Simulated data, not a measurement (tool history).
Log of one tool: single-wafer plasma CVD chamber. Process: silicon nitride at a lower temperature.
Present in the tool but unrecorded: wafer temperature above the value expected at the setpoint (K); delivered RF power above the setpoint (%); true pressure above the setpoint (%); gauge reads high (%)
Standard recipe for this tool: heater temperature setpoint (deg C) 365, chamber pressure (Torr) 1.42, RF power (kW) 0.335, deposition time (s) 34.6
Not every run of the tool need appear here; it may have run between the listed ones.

run	hour	heater temperature setpoint (deg C)	chamber pressure (Torr)	RF power (kW)	deposition time (s)	wafers since the last listed run	hours since the last thermocouple change	hours since the last RF generator calibration	hours since the last manometer calibration	hours since the showerhead was replaced	hours since the gauge calibration	read-back reference wafer on the same gauge, thickness_nm	mean film thickness on the monitor wafer (angstrom)
1	0.0	365	1.42	0.335	34.6	0	2402.6	818.7	795.2	4209.2	113.1	46.425	434.50
2	11.7	365	1.42	0.335	34.6	217	2414.3	830.4	806.9	4220.9	124.8	46.380	433.90
3	27.2	365	1.42	0.335	34.6	287	2429.8	845.9	822.4	4236.4	140.3	46.412	434.44
4	39.8	365	1.42	0.335	34.6	233	2442.4	858.5	835.0	4249.0	152.9	46.400	434.12
5	46.3	365	1.42	0.335	34.6	120	2448.9	865.0	841.5	4255.5	159.4	46.376	434.72
6	53.5	365	1.42	0.335	34.6	133	2456.1	872.2	848.7	4262.7	166.6	46.382	434.08
7	63.1	377	1.42	0.335	34.6	178	2465.7	881.8	858.3	4272.3	176.2	46.374	432.70
8	78.7	377	1.42	0.335	34.6	289	2481.3	897.4	873.9	4287.9	191.8	46.449	432.94
9	85.9	365	1.42	0.335	34.6	133	2488.5	904.6	881.1	4295.1	199.0	46.431	434.69
# hour 96.3: RF generator calibrated
10	100.9	365	1.42	0.335	34.6	129	2503.5	4.6	896.1	4310.1	214.0	46.377	435.53
# hour 109.3: capacitance manometer re-zeroed and calibrated
# hour 116.6: thermocouple changed; heater temperature recalibrated
11	117.1	365	1.42	0.335	34.6	16	0.5	20.8	7.8	4326.3	230.2	46.391	434.18
12	119.4	365	1.42	0.335	34.6	42	2.8	23.1	10.1	4328.6	232.5	46.397	436.21
13	126.3	352	1.53	0.335	30.8	128	9.7	30.0	17.0	4335.5	239.4	46.381	396.58
# hour 137.9: showerhead replaced
14	138.4	357	1.42	0.335	34.6	76	21.8	42.1	29.1	0.5	251.5	46.413	435.76
15	171.2	365	1.42	0.335	30.1	608	54.6	74.9	61.9	33.3	284.3	46.431	379.65
16	178.6	365	1.42	0.355	31.5	137	62.0	82.3	69.3	40.7	291.7	46.395	417.44
17	196.0	365	1.18	0.335	28.0	322	79.4	99.7	86.7	58.1	309.1	46.372	330.16
# hour 206.5: gauge calibrated
18	208.9	350	1.42	0.370	30.0	239	92.3	112.6	99.6	71.0	2.4	46.413	414.09
19	221.2	365	1.42	0.335	34.6	228	104.6	124.9	111.9	83.3	14.7	46.381	433.59
20	238.0	354	1.13	0.360	31.6	311	121.4	141.7	128.7	100.1	31.5	46.363	391.60
21	252.5	365	1.42	0.335	34.6	269	135.9	156.2	143.2	114.6	46.0	46.411	434.40
22	266.9	359	1.67	0.360	31.3	267	150.3	170.6	157.6	129.0	60.4	46.391	441.72
23	284.0	354	1.13	0.360	31.6	317	167.4	187.7	174.7	146.1	77.5	46.373	391.06
24	290.2	377	1.30	0.395	32.6	115	173.6	193.9	180.9	152.3	83.7	46.390	454.54

Each row is a separate what-if for the run after 24, all from the same tool condition, not one after another. Results?
A	290.6	365	1.42	0.335	34.6	7	174.0	194.3	181.3	152.7	84.1	?	?
B	290.6	379	1.30	0.305	34.6	7	174.0	194.3	181.3	152.7	84.1	?	?
C	290.6	365	1.42	0.295	34.6	7	174.0	194.3	181.3	152.7	84.1	?	?
D	290.6	376	1.42	0.335	34.6	7	174.0	194.3	181.3	152.7	84.1	?	?

run	read-back reference wafer on the same gauge, thickness_nm	mean film thickness on the monitor wafer (angstrom)
A	46.369	434.36
B	46.369	384.86
C	46.369	385.46
D	46.369	432.69
The same runs, with their run-to-run variation unchanged, on a tool lacking any hidden condition would have given:
run	mean film thickness on the monitor wafer (angstrom)
A	434.36
B	384.86
C	385.46
D	432.69
